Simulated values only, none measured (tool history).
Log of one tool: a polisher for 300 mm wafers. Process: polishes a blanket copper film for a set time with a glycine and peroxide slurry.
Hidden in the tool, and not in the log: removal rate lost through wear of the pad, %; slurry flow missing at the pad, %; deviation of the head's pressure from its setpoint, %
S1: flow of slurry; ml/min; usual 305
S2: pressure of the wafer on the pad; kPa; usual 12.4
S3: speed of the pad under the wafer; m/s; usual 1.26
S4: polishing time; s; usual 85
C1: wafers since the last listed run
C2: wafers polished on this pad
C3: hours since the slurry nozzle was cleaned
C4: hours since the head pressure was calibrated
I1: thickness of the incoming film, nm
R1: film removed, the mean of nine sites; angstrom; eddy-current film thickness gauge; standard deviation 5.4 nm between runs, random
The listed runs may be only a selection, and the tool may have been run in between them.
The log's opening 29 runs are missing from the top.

run 30 hour=1567.3 | S1=385 S2=12.4 S3=0.86 S4=85 | C1=823 C2=2893 C3=315.3 C4=75.7 | I1=1486.9 | R1=2625
run 31 hour=1624.0 | S1=305 S2=8.3 S3=1.50 S4=93 | C1=758 C2=3651 C3=372.0 C4=132.4 | I1=1472.3 | R1=3483
-- hour=1682.1 slurry nozzle cleaned
run 32 hour=1692.3 | S1=305 S2=12.4 S3=1.26 S4=66 | C1=900 C2=4551 C3=10.2 C4=200.7 | I1=1484.1 | R1=2717
run 33 hour=1727.4 | S1=340 S2=12.4 S3=1.26 S4=114 | C1=469 C2=5021 C3=45.3 C4=235.8 | I1=1490.0 | R1=4614
-- hour=1756.9 worn pad replaced by a new one
run 34 hour=1798.1 | S1=345 S2=12.4 S3=1.26 S4=85 | C1=892 C2=551 C3=116.0 C4=306.5 | I1=1469.8 | R1=3754
run 35 hour=1859.8 | S1=305 S2=16.5 S3=1.52 S4=57 | C1=825 C2=1376 C3=177.7 C4=368.2 | I1=1481.2 | R1=3176
run 36 hour=1910.5 | S1=305 S2=12.4 S3=1.26 S4=85 | C1=678 C2=2054 C3=228.4 C4=418.9 | I1=1438.6 | R1=3430
run 37 hour=1947.1 | S1=230 S2=12.4 S3=1.26 S4=85 | C1=489 C2=2544 C3=265.0 C4=455.5 | I1=1462.3 | R1=3186

Each row is a separate what-if for the run after 37, all from the same tool condition, not one after another. Results?
run A hour=1947.5 | S1=305 S2=12.4 S3=1.26 S4=85 | C1=5 C2=2549 C3=265.4 C4=455.9 | I1=1448.8 | R1=?
run B hour=1947.5 | S1=360 S2=13.8 S3=1.26 S4=85 | C1=5 C2=2549 C3=265.4 C4=455.9 | I1=1448.8 | R1=?
run C hour=1947.5 | S1=305 S2=9.7 S3=1.26 S4=69 | C1=5 C2=2549 C3=265.4 C4=455.9 | I1=1448.8 | R1=?
run D hour=1947.5 | S1=400 S2=10.3 S3=1.10 S4=85 | C1=5 C2=2549 C3=265.4 C4=455.9 | I1=1448.8 | R1=?

run=A R1=3353
run=B R1=3611
run=C R1=2418
run=D R1=2856
What these runs would have given with no unlogged condition in the tool:
run=A R1=3922
run=B R1=4203
run=C R1=2828
run=D R1=3315
